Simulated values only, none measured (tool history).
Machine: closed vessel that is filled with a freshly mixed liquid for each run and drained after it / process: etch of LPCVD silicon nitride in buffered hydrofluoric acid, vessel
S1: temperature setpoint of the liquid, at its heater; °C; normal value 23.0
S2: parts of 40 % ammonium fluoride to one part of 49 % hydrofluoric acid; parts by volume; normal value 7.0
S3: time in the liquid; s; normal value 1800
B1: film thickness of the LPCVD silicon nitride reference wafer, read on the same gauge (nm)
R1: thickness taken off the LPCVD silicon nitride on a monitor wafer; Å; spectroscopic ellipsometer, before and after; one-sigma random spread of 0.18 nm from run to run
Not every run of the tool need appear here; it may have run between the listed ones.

run 1 hour=0.0 | S1=23.0 S2=7.0 S3=1800 | B1=139.97 | R1=397.1
-- hour=4.8 hydrofluoric acid flow meter replaced
run 2 hour=16.9 | S1=23.0 S2=7.0 S3=1800 | B1=140.03 | R1=395.7
run 3 hour=34.4 | S1=23.0 S2=7.0 S3=1800 | B1=139.99 | R1=398.5
run 4 hour=42.4 | S1=23.0 S2=7.0 S3=1800 | B1=140.00 | R1=397.1
run 5 hour=51.5 | S1=23.0 S2=7.0 S3=1800 | B1=139.99 | R1=396.0
run 6 hour=59.2 | S1=23.0 S2=7.0 S3=1105 | B1=140.03 | R1=246.8
run 7 hour=74.9 | S1=23.0 S2=7.0 S3=1105 | B1=139.98 | R1=243.3
run 8 hour=88.1 | S1=23.0 S2=7.0 S3=1255 | B1=140.03 | R1=276.5
run 9 hour=105.1 | S1=23.0 S2=7.0 S3=1000 | B1=140.01 | R1=221.3
run 10 hour=116.1 | S1=21.5 S2=9.0 S3=1065 | B1=140.00 | R1=164.9
-- hour=117.9 thermometer replaced
run 11 hour=124.2 | S1=27.0 S2=10.0 S3=2760 | B1=140.01 | R1=479.2
run 12 hour=160.5 | S1=23.0 S2=8.5 S3=2675 | B1=140.03 | R1=423.7
run 13 hour=170.0 | S1=24.5 S2=6.0 S3=1070 | B1=139.97 | R1=260.2
run 14 hour=187.8 | S1=19.5 S2=8.0 S3=1800 | B1=139.99 | R1=253.6
run 15 hour=205.4 | S1=25.5 S2=7.0 S3=1295 | B1=139.94 | R1=293.8
run 16 hour=215.4 | S1=18.5 S2=9.0 S3=2230 | B1=139.99 | R1=260.4
run 17 hour=221.9 | S1=26.5 S2=7.0 S3=1800 | B1=140.02 | R1=427.8
run 18 hour=232.5 | S1=18.5 S2=5.0 S3=1800 | B1=140.01 | R1=372.7
-- hour=275.5 gauge calibrated
run 19 hour=281.8 | S1=23.0 S2=7.0 S3=1800 | B1=140.03 | R1=359.1
run 20 hour=288.2 | S1=23.0 S2=9.5 S3=760 | B1=140.01 | R1=110.7
run 21 hour=296.8 | S1=23.0 S2=9.5 S3=760 | B1=140.01 | R1=111.0
run 22 hour=309.6 | S1=23.0 S2=7.0 S3=1800 | B1=140.00 | R1=357.0
run 23 hour=322.0 | S1=26.0 S2=5.0 S3=1515 | B1=140.04 | R1=471.6
run 24 hour=333.1 | S1=23.0 S2=7.0 S3=1800 | B1=139.95 | R1=357.5
run 25 hour=345.1 | S1=20.0 S2=5.0 S3=2165 | B1=140.01 | R1=486.8
run 26 hour=362.2 | S1=20.5 S2=7.0 S3=1800 | B1=140.01 | R1=313.4
run 27 hour=377.5 | S1=18.5 S2=5.0 S3=960 | B1=139.97 | R1=197.7
run 28 hour=391.2 | S1=20.5 S2=5.0 S3=2620 | B1=139.97 | R1=604.7
run 29 hour=405.0 | S1=27.0 S2=9.5 S3=1800 | B1=139.98 | R1=325.5
run 30 hour=415.7 | S1=25.0 S2=9.0 S3=2625 | B1=140.01 | R1=445.3

Run 31 comes next. What will it give?
run 31 hour=432.3 | S1=25.0 S2=5.5 S3=2675 | B1=? | R1=?

Run 31 came out at B1 139.99, R1 737.4 Å.
The same run, on a tool lacking any hidden state, would have yielded R1 701.8 Å.
